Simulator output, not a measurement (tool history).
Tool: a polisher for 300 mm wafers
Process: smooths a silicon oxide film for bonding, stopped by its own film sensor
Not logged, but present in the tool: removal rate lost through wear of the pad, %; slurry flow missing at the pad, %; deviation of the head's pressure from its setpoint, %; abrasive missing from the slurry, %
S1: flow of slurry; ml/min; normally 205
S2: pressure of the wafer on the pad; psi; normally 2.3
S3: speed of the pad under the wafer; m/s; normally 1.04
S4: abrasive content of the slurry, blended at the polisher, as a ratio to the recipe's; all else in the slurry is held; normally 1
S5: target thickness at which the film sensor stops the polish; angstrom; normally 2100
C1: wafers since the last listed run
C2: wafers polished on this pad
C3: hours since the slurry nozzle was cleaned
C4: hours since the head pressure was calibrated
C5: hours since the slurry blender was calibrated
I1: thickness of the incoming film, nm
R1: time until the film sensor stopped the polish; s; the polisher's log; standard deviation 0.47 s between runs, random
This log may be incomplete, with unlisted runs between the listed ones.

run 1 hour=0 | S1=205 S2=2.3 S3=1.04 S4=1 S5=2100 | C1=0 C2=3253 C3=746.1 C4=399.7 C5=380 | I1=249.7 | R1=43.4
-- hour=11.7 slurry nozzle cleaned
-- hour=19.9 head pressure recalibrated
run 2 hour=80.6 | S1=205 S2=2.3 S3=1.04 S4=1 S5=2100 | C1=1260 C2=4514 C3=68.9 C4=60.7 C5=460.6 | I1=251.9 | R1=45.5
run 3 hour=122.1 | S1=205 S2=2.3 S3=1.04 S4=1 S5=2100 | C1=674 C2=5188 C3=110.4 C4=102.2 C5=502.1 | I1=247.3 | R1=42.7
-- hour=142.1 slurry blender recalibrated
run 4 hour=166.7 | S1=160 S2=2.3 S3=1.04 S4=1 S5=2100 | C1=692 C2=5880 C3=155 C4=146.8 C5=24.6 | I1=248.7 | R1=45
run 5 hour=203.7 | S1=205 S2=2.3 S3=1.04 S4=1 S5=2100 | C1=601 C2=6481 C3=192 C4=183.8 C5=61.6 | I1=251.7 | R1=46.9
-- hour=255.2 worn pad replaced by a new one
run 6 hour=305.9 | S1=205 S2=2.3 S3=1.04 S4=1 S5=2100 | C1=1595 C2=823 C3=294.2 C4=286 C5=163.8 | I1=245.4 | R1=38.9
run 7 hour=381.3 | S1=205 S2=2.3 S3=1.04 S4=1 S5=2100 | C1=1224 C2=2048 C3=369.6 C4=361.4 C5=239.2 | I1=251.8 | R1=47.1
-- hour=485.9 head pressure recalibrated
run 8 hour=486.4 | S1=205 S2=2.3 S3=1.04 S4=1 S5=2100 | C1=1674 C2=3723 C3=474.7 C4=0.5 C5=344.3 | I1=252.9 | R1=48.5
run 9 hour=558.7 | S1=205 S2=2.3 S3=1.04 S4=1 S5=2100 | C1=1174 C2=4897 C3=547 C4=72.8 C5=416.6 | I1=246 | R1=40.1
-- hour=629.9 slurry blender recalibrated
run 10 hour=642 | S1=205 S2=2.3 S3=1.04 S4=1 S5=2100 | C1=1320 C2=6218 C3=630.3 C4=156.1 C5=12.1 | I1=248.8 | R1=42.5
-- hour=690.9 worn pad replaced by a new one
run 11 hour=696.3 | S1=205 S2=2.3 S3=1.04 S4=1 S5=2100 | C1=817 C2=87 C3=684.6 C4=210.4 C5=66.4 | I1=249.1 | R1=43
run 12 hour=747.7 | S1=205 S2=2.3 S3=1.04 S4=1 S5=2100 | C1=835 C2=922 C3=736 C4=261.8 C5=117.8 | I1=252.9 | R1=47.3
run 13 hour=841.7 | S1=205 S2=2.3 S3=1.04 S4=1 S5=2100 | C1=1527 C2=2449 C3=830 C4=355.8 C5=211.8 | I1=248.6 | R1=42.8
-- hour=910.2 slurry nozzle cleaned
-- hour=939.7 head pressure recalibrated
run 14 hour=953.6 | S1=205 S2=2.9 S3=1.04 S4=1 S5=2100 | C1=1769 C2=4218 C3=43.4 C4=13.9 C5=323.7 | I1=248.3 | R1=35
run 15 hour=1055.6 | S1=205 S2=2.3 S3=1.04 S4=1 S5=2100 | C1=1657 C2=5875 C3=145.4 C4=115.9 C5=425.7 | I1=252.3 | R1=45.9
-- hour=1073 slurry blender recalibrated
run 16 hour=1106.6 | S1=205 S2=1.6 S3=1.04 S4=1 S5=2100 | C1=796 C2=6671 C3=196.4 C4=166.9 C5=33.6 | I1=252 | R1=62.6
-- hour=1134 worn pad replaced by a new one
run 17 hour=1153.7 | S1=205 S2=2.3 S3=1.04 S4=1 S5=2100 | C1=700 C2=320 C3=243.5 C4=214 C5=80.7 | I1=249.5 | R1=44
run 18 hour=1235.6 | S1=205 S2=2.3 S3=1.04 S4=1 S5=2100 | C1=1330 C2=1651 C3=325.4 C4=295.9 C5=162.6 | I1=244.6 | R1=38.9
run 19 hour=1295.5 | S1=205 S2=2.3 S3=1.04 S4=1 S5=2100 | C1=973 C2=2624 C3=385.3 C4=355.8 C5=222.5 | I1=252.1 | R1=47
run 20 hour=1389.6 | S1=205 S2=2.3 S3=0.8 S4=1 S5=2020 | C1=1528 C2=4152 C3=479.4 C4=449.9 C5=316.6 | I1=250.1 | R1=66.7
-- hour=1427.5 head pressure recalibrated
run 21 hour=1491.7 | S1=205 S2=2 S3=0.76 S4=1 S5=2100 | C1=1626 C2=5779 C3=581.5 C4=64.2 C5=418.7 | I1=249.4 | R1=62.9
-- hour=1554.8 slurry blender recalibrated
-- hour=1571.4 worn pad replaced by a new one
run 22 hour=1592.2 | S1=205 S2=2.3 S3=1.32 S4=1 S5=2210 | C1=1535 C2=337 C3=682 C4=164.7 C5=37.4 | I1=249.7 | R1=26.2
-- hour=1608 slurry nozzle cleaned
run 23 hour=1698.2 | S1=205 S2=2.3 S3=0.7 S4=0.85 S5=2040 | C1=1705 C2=2043 C3=90.2 C4=270.7 C5=143.4 | I1=251.8 | R1=81.8
run 24 hour=1790.8 | S1=245 S2=1.9 S3=1.04 S4=1.15 S5=2100 | C1=1504 C2=3547 C3=182.8 C4=363.3 C5=236 | I1=248 | R1=43.4
-- hour=1867.2 head pressure recalibrated
run 25 hour=1875.7 | S1=205 S2=2.3 S3=1.04 S4=1 S5=2100 | C1=1346 C2=4894 C3=267.7 C4=8.5 C5=320.9 | I1=250.4 | R1=45.3
-- hour=1951.7 worn pad replaced by a new one
run 26 hour=1957.5 | S1=205 S2=1.8 S3=1.04 S4=1 S5=2100 | C1=1263 C2=93 C3=349.5 C4=90.3 C5=402.7 | I1=247.1 | R1=50.3
run 27 hour=2019.7 | S1=205 S2=2.3 S3=1.04 S4=1 S5=2200 | C1=1010 C2=1104 C3=411.7 C4=152.5 C5=464.9 | I1=251.4 | R1=35.1
-- hour=2062.5 slurry blender recalibrated
run 28 hour=2063 | S1=205 S2=2.3 S3=1.04 S4=1 S5=2100 | C1=670 C2=1774 C3=455 C4=195.8 C5=0.5 | I1=245.9 | R1=39.8

Below are 3 alternative next runs, each starting from the tool's condition after run 28. Predict each:
run A hour=2063.4 | S1=205 S2=2.6 S3=1.04 S4=1 S5=2100 | C1=6 C2=1781 C3=455.4 C4=196.2 C5=0.9 | I1=246.8 | R1=?
run B hour=2063.4 | S1=270 S2=2.3 S3=0.94 S4=0.75 S5=2230 | C1=6 C2=1781 C3=455.4 C4=196.2 C5=0.9 | I1=246.8 | R1=?
run C hour=2063.4 | S1=205 S2=2.3 S3=0.84 S4=1 S5=2140 | C1=6 C2=1781 C3=455.4 C4=196.2 C5=0.9 | I1=246.8 | R1=?

run=A R1=37.6
run=B R1=35.7
run=C R1=43.9
What these runs would have given with no unlogged condition in the tool:
run=A R1=37.6
run=B R1=35.7
run=C R1=43.9
